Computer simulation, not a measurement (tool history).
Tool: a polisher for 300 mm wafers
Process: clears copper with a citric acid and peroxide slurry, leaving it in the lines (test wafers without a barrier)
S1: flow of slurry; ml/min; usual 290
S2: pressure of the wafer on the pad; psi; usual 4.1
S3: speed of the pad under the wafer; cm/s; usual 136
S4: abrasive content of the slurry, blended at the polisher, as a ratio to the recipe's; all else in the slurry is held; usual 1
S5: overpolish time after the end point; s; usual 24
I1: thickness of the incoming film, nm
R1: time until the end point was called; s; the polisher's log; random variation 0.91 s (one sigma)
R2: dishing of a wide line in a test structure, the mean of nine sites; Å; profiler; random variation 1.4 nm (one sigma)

run	hour	S1	S2	S3	S4	S5	I1	R1	R2
1	0	290	4.1	136	1.15	24	310.6	70.3	671
2	33.7	265	4.1	136	1	24	314	72.3	669
3	67.9	265	4.1	136	1	24	308.1	69.9	660
4	88.9	265	4.1	136	1	24	314.4	70.9	668
5	119.3	290	4.1	136	1	24	310	69.2	651
# hour 134.1: worn pad replaced by a new one
6	153	290	4.1	136	1	24	308.2	68.4	662
7	176.9	290	4.1	136	1	24	309.3	67.8	660
8	201.8	290	4.1	136	1	24	307.3	70	671
9	225.2	250	3.5	136	1	24	303.7	76.9	605
# hour 246.7: worn pad replaced by a new one
10	260.2	250	3.5	136	1	24	312.3	79.5	592
11	286.3	290	3.6	136	1	24	303.3	73	624
# hour 309.4: slurry nozzle cleaned
12	320.8	290	2.8	96	1	24	305.4	126.6	401
# hour 338.7: slurry blender recalibrated
13	354.1	245	2.7	136	1	17	312.3	96.1	383
# hour 364.2: worn pad replaced by a new one
14	384.1	290	4.1	136	1	24	313.9	68.4	681
15	414.3	290	4.1	136	1	24	307.8	67.9	716
16	432.9	290	3	136	1	24	308.9	85.7	534
17	451.7	290	3.2	162	1	24	309.6	68.4	640
# hour 464.1: head pressure recalibrated
18	467.9	290	4.1	136	1	24	310.8	75.7	636
# hour 494.7: worn pad replaced by a new one
19	498.3	355	5	174	1	24	309.9	48.6	878
20	516.4	290	4.1	170	1	34	313	59.4	963
21	548.1	290	5.4	136	1	24	315	59.7	768
22	571.6	250	3.5	136	1	24	312.7	82.3	569
23	605.6	320	4.7	136	0.9	18	308.3	64.1	538

Forecast each of these 4 alternatives for the next run:
A	606	290	4.1	174	1	24	305.9	?	?
B	606	365	4.1	170	1	37	305.9	?	?
C	606	290	4.7	136	1	24	305.9	?	?
D	606	290	3.1	174	1	24	305.9	?	?

run	R1	R2
A	55.7	778
B	56.2	1028
C	63.7	712
D	69	653
Without the tool's hidden state the same runs would have given:
run	R1	R2
A	58.3	750
B	58.8	994
C	66.7	685
D	72.3	628

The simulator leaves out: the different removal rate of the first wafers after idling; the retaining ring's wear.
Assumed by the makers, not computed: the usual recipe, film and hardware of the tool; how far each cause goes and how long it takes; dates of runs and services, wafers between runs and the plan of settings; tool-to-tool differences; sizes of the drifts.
